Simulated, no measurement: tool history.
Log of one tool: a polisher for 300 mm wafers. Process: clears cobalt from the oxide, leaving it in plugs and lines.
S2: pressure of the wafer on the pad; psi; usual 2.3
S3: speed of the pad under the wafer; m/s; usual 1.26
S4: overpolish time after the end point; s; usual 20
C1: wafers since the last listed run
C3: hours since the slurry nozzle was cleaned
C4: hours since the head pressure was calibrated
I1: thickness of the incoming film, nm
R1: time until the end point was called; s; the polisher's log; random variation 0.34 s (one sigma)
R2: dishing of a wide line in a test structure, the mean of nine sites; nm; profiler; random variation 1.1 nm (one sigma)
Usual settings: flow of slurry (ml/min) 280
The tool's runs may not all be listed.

Run 1, hour 0: usual settings; C1 0; wafers polished on this pad 3574; C3 391.5; C4 73.5; I1 198.9. Result: R1 32.2 s, R2 42.4 nm.
Run 2, hour 100.6: usual settings; C1 961; wafers polished on this pad 4535; C3 492.1; C4 174.1; I1 201.3. Result: R1 32.5 s, R2 43.4 nm.
Run 3, hour 157.6: usual settings; C1 544; wafers polished on this pad 5080; C3 549.1; C4 231.1; I1 197.2. Result: R1 32.3 s, R2 41.7 nm.
Run 4, hour 215.4: usual settings; C1 552; wafers polished on this pad 5632; C3 606.9; C4 288.9; I1 201.5. Result: R1 33.7 s, R2 41.8 nm.
At hour 233.9: worn pad replaced by a new one.
Run 5, hour 271.8: usual settings; C1 500; wafers polished on this pad 361; C3 663.3; C4 345.3; I1 202.4. Result: R1 32.1 s, R2 43.2 nm.
Run 6, hour 363.7: usual settings; C1 878; wafers polished on this pad 1240; C3 755.2; C4 437.2; I1 197. Result: R1 32.6 s, R2 40.4 nm.
At hour 431.1: slurry nozzle cleaned.
Run 7, hour 451.1: usual settings; C1 825; wafers polished on this pad 2065; C3 20; C4 524.6; I1 200.1. Result: R1 31 s, R2 43.3 nm.
Run 8, hour 515.8: usual settings; C1 618; wafers polished on this pad 2684; C3 84.7; C4 589.3; I1 199. Result: R1 31.8 s, R2 43.6 nm.
At hour 595.9: head pressure recalibrated.
Run 9, hour 601.5: usual settings but S4 27 s; C1 799; wafers polished on this pad 3484; C3 170.4; C4 5.6; I1 200.2. Result: R1 31.8 s, R2 46.2 nm.
At hour 823.8: worn pad replaced by a new one.
Run 10, hour 923.8: usual settings; C1 3041; wafers polished on this pad 955; C3 492.7; C4 327.9; I1 200. Result: R1 32.3 s, R2 44.3 nm.
Run 11, hour 962.5: usual settings; C1 369; wafers polished on this pad 1325; C3 531.4; C4 366.6; I1 200. Result: R1 32.3 s, R2 43 nm.
Run 12, hour 1040: usual settings but flow of slurry (ml/min) 355, S4 26 s; C1 740; wafers polished on this pad 2066; C3 608.9; C4 444.1; I1 199.8. Result: R1 32 s, R2 45.3 nm.
Run 13, hour 1114.3: usual settings but flow of slurry (ml/min) 355, S4 26 s; C1 710; wafers polished on this pad 2776; C3 683.2; C4 518.4; I1 197.6. Result: R1 32 s, R2 46.2 nm.
Run 14, hour 1170.5: usual settings but flow of slurry (ml/min) 355, S4 26 s; C1 537; wafers polished on this pad 3313; C3 739.4; C4 574.6; I1 203.1. Result: R1 33.8 s, R2 45.2 nm.
Run 15, hour 1258.5: usual settings; C1 841; wafers polished on this pad 4154; C3 827.4; C4 662.6; I1 197.2. Result: R1 34.4 s, R2 41.3 nm.
At hour 1300.5: slurry nozzle cleaned.
At hour 1327.6: worn pad replaced by a new one.
Run 16, hour 1328.1: usual settings but S3 0.88 m/s, S4 16 s; C1 617; wafers polished on this pad 4; C3 27.6; C4 732.2; I1 198.8. Result: R1 39.1 s, R2 36 nm.
At hour 1366.3: head pressure recalibrated.
Run 17, hour 1405.6: usual settings but S3 1.68 m/s; C1 721; wafers polished on this pad 726; C3 105.1; C4 39.3; I1 200.3. Result: R1 24.3 s, R2 46.4 nm.
Run 18, hour 1444.1: usual settings but S3 1.12 m/s, S4 9 s; C1 367; wafers polished on this pad 1093; C3 143.6; C4 77.8; I1 198.8. Result: R1 33.9 s, R2 29.4 nm.
Run 19, hour 1530.8: usual settings but flow of slurry (ml/min) 355, S4 26 s; C1 828; wafers polished on this pad 1922; C3 230.3; C4 164.5; I1 200.6. Result: R1 31.1 s, R2 48.1 nm.
Run 20, hour 1602: usual settings but flow of slurry (ml/min) 355, S4 26 s; C1 680; wafers polished on this pad 2603; C3 301.5; C4 235.7; I1 199.6. Result: R1 30.8 s, R2 45.8 nm.
Run 21, hour 1671.8: usual settings but S3 1.68 m/s; C1 667; wafers polished on this pad 3270; C3 371.3; C4 305.5; I1 197.9. Result: R1 24.9 s, R2 46.4 nm.
At hour 1885.4: worn pad replaced by a new one.
Run 22, hour 1963.3: usual settings but flow of slurry (ml/min) 240, S2 3.1 psi; C1 2747; wafers polished on this pad 744; C3 662.8; C4 597; I1 201. Result: R1 25.2 s, R2 46.5 nm.
At hour 2020.1: slurry nozzle cleaned.
At hour 2055.3: head pressure recalibrated.
Run 23, hour 2067.6: usual settings but flow of slurry (ml/min) 230, S2 2.1 psi, S3 1.48 m/s, S4 12 s; C1 968; wafers polished on this pad 1712; C3 47.5; C4 12.3; I1 197.1. Result: R1 30.1 s, R2 35.9 nm.
Run 24, hour 2175.3: usual settings but S3 0.84 m/s, S4 25 s; C1 1029; wafers polished on this pad 2741; C3 155.2; C4 120; I1 199.8. Result: R1 43.2 s, R2 43.6 nm.
Run 25, hour 2283: usual settings but S2 2.9 psi; C1 1029; wafers polished on this pad 3770; C3 262.9; C4 227.7; I1 200.1. Result: R1 25.8 s, R2 45.8 nm.
Run 26, hour 2364.3: usual settings but S2 2.1 psi, S4 25 s; C1 776; wafers polished on this pad 4547; C3 344.2; C4 309; I1 200.2. Result: R1 35.4 s, R2 43.2 nm.
At hour 2391.2: worn pad replaced by a new one.
Run 27, hour 2467.9: usual settings but flow of slurry (ml/min) 340, S3 1.04 m/s, S4 23 s; C1 951; wafers polished on this pad 732; C3 447.8; C4 412.6; I1 199.1. Result: R1 35.2 s, R2 42.9 nm.
Run 28, hour 2561.9: usual settings but flow of slurry (ml/min) 250, S2 2.1 psi; C1 898; wafers polished on this pad 1630; C3 541.8; C4 506.6; I1 199.5. Result: R1 36.8 s, R2 39.8 nm.
Run 29, hour 2663.1: usual settings but flow of slurry (ml/min) 210, S2 1.7 psi, S3 0.84 m/s, S4 10 s; C1 967; wafers polished on this pad 2598; C3 643; C4 607.8; I1 200.3. Result: R1 64.6 s, R2 20.5 nm.

Forecast each of these 4 alternatives for the next run:
Run A, hour 2663.5: usual settings but flow of slurry (ml/min) 370; C1 3; wafers polished on this pad 2601; C3 643.4; C4 608.2; I1 200.9. Result: R1 ?, R2 ?.
Run B, hour 2663.5: usual settings but S3 1.5 m/s; C1 3; wafers polished on this pad 2601; C3 643.4; C4 608.2; I1 200.9. Result: R1 ?, R2 ?.
Run C, hour 2663.5: usual settings but S3 1.62 m/s, S4 31 s; C1 3; wafers polished on this pad 2601; C3 643.4; C4 608.2; I1 200.9. Result: R1 ?, R2 ?.
Run D, hour 2663.5: usual settings but S4 10 s; C1 3; wafers polished on this pad 2601; C3 643.4; C4 608.2; I1 200.9. Result: R1 ?, R2 ?.

run    R1    R2
  A    32    43
  B  28.8  44.3
  C    27  48.4
  D  33.3  30.8
Without the tool's hidden state the same runs would have given:
run    R1    R2
  A  28.7  44.4
  B  25.5  45.7
  C  23.8  48.8
  D  29.4  33.1
